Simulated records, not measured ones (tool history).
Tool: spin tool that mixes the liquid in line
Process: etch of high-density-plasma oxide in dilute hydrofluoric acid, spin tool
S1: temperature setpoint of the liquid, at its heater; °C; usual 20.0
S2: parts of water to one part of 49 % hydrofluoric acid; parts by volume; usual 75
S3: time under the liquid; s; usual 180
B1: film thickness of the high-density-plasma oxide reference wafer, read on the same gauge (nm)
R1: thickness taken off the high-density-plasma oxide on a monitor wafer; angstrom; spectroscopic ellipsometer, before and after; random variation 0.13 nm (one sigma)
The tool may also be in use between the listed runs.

Run 1, hour 0.0: usual settings but S1 18.5 °C, S3 265 s; B1 29.99. Result: R1 185.9 angstrom.
Run 2, hour 66.7: usual settings but S1 18.5 °C, S3 265 s; B1 30.02. Result: R1 184.6 angstrom.
Run 3, hour 104.2: usual settings but S3 260 s; B1 30.02. Result: R1 187.9 angstrom.
Run 4, hour 147.7: usual settings but S3 260 s; B1 30.01. Result: R1 190.1 angstrom.
Run 5, hour 189.8: usual settings but S3 260 s; B1 29.96. Result: R1 186.5 angstrom.
Run 6, hour 258.2: usual settings; B1 30.01. Result: R1 127.3 angstrom.
At hour 265.1: gauge calibrated.
Run 7, hour 315.2: usual settings; B1 29.97. Result: R1 127.9 angstrom.
At hour 341.4: hydrofluoric acid flow meter replaced.
Run 8, hour 369.1: usual settings; B1 30.03. Result: R1 124.4 angstrom.
Run 9, hour 398.4: usual settings but S1 22.0 °C, S2 45 parts by volume, S3 270 s; B1 29.96. Result: R1 355.2 angstrom.
At hour 458.4: thermometer replaced.
Run 10, hour 458.9: usual settings but S3 260 s; B1 29.98. Result: R1 199.7 angstrom.
Run 11, hour 489.1: usual settings but S2 45 parts by volume; B1 30.03. Result: R1 240.4 angstrom.
Run 12, hour 519.6: usual settings but S1 24.5 °C; B1 30.00. Result: R1 166.4 angstrom.
Run 13, hour 590.4: usual settings but S2 45 parts by volume, S3 100 s; B1 29.96. Result: R1 128.7 angstrom.
Run 14, hour 659.3: usual settings but S1 17.5 °C, S2 90 parts by volume, S3 125 s; B1 30.03. Result: R1 69.2 angstrom.
Run 15, hour 707.8: usual settings but S1 17.0 °C, S2 105 parts by volume; B1 29.99. Result: R1 81.8 angstrom.
Run 16, hour 752.3: usual settings but S1 21.5 °C, S2 110 parts by volume, S3 250 s; B1 29.96. Result: R1 128.0 angstrom.

5 ways to go on from here, each from the tool as it stands after run 16. What would each give?
Run A, hour 752.8: usual settings but S2 105 parts by volume; B1 ?. Result: R1 ?.
Run B, hour 752.8: usual settings but S1 17.0 °C, S2 60 parts by volume, S3 125 s; B1 ?. Result: R1 ?.
Run C, hour 752.8: usual settings but S1 21.5 °C, S2 85 parts by volume, S3 105 s; B1 ?. Result: R1 ?.
Run D, hour 752.8: usual settings but S1 25.0 °C, S2 50 parts by volume, S3 125 s; B1 ?. Result: R1 ?.
Run E, hour 752.8: usual settings but S1 23.5 °C, S2 90 parts by volume; B1 ?. Result: R1 ?.

run     B1     R1
  A  29.98   93.5
  B  29.98  105.0
  C  29.98   73.3
  D  29.98  179.0
  E  29.98  128.1
Without the tool's hidden state the same runs would have given:
run     R1
  A   97.9
  B  110.2
  C   76.7
  D  187.3
  E  133.9
